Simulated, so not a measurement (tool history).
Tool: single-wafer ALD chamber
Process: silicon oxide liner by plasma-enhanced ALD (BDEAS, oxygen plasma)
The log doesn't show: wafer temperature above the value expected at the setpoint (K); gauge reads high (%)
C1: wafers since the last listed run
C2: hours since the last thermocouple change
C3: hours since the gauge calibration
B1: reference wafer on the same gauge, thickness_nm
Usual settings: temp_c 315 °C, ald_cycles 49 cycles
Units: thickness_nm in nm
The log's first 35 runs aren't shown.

Run 36, day 76.421: usual settings but temp_c 319 °C; C1 362; C2 431.8; C3 1012.7; B1 3.838. Result: thickness_nm 4.34 nm.
Run 37, day 77.796: usual settings but temp_c 308 °C, ald_cycles 43 cycles; C1 203; C2 464.8; C3 1045.7; B1 3.841. Result: thickness_nm 3.882 nm.
Run 38, day 82.983: usual settings but temp_c 319 °C, ald_cycles 46 cycles; C1 768; C2 589.3; C3 1170.2; B1 3.84. Result: thickness_nm 4.051 nm.
Run 39, day 84.404: usual settings but ald_cycles 53 cycles; C1 210; C2 623.4; C3 1204.3; B1 3.84. Result: thickness_nm 4.692 nm.
Run 40, day 87.583: usual settings but temp_c 322 °C, ald_cycles 40 cycles; C1 471; C2 699.7; C3 1280.6; B1 3.84. Result: thickness_nm 3.529 nm.
Run 41, day 88.617: usual settings; C1 153; C2 724.5; C3 1305.4; B1 3.84. Result: thickness_nm 4.37 nm.
Run 42, day 90.712: usual settings; C1 310; C2 774.8; C3 1355.7; B1 3.839. Result: thickness_nm 4.38 nm.
Run 43, day 92.367: usual settings but temp_c 321 °C, ald_cycles 58 cycles; C1 245; C2 814.5; C3 1395.4; B1 3.84. Result: thickness_nm 5.1 nm.
Run 44, day 94.004: usual settings but temp_c 329 °C, ald_cycles 41 cycles; C1 242; C2 853.8; C3 1434.7; B1 3.84. Result: thickness_nm 3.582 nm.
Run 45, day 96.5: usual settings but temp_c 311 °C; C1 369; C2 913.7; C3 1494.6; B1 3.837. Result: thickness_nm 4.413 nm.
Run 46, day 98.029: usual settings; C1 226; C2 950.4; C3 1531.3; B1 3.839. Result: thickness_nm 4.355 nm.
Run 47, day 100.758: usual settings but temp_c 302 °C, ald_cycles 52 cycles; C1 404; C2 1015.9; C3 1596.8; B1 3.842. Result: thickness_nm 4.808 nm.

3 ways to go on from here, each from the tool as it stands after run 47. What would each give?
Run A, day 100.779: usual settings but temp_c 321 °C; C1 3; C2 1016.4; C3 1597.3; B1 ?. Result: thickness_nm ?.
Run B, day 100.779: usual settings but ald_cycles 55 cycles; C1 3; C2 1016.4; C3 1597.3; B1 ?. Result: thickness_nm ?.
Run C, day 100.779: usual settings but temp_c 309 °C, ald_cycles 52 cycles; C1 3; C2 1016.4; C3 1597.3; B1 ?. Result: thickness_nm ?.

run     B1  thickness_nm
  A  3.841         4.341
  B  3.841         4.921
  C  3.841         4.697
Without the tool's hidden state the same runs would have given:
run  thickness_nm
  A         4.306
  B          4.88
  C         4.659
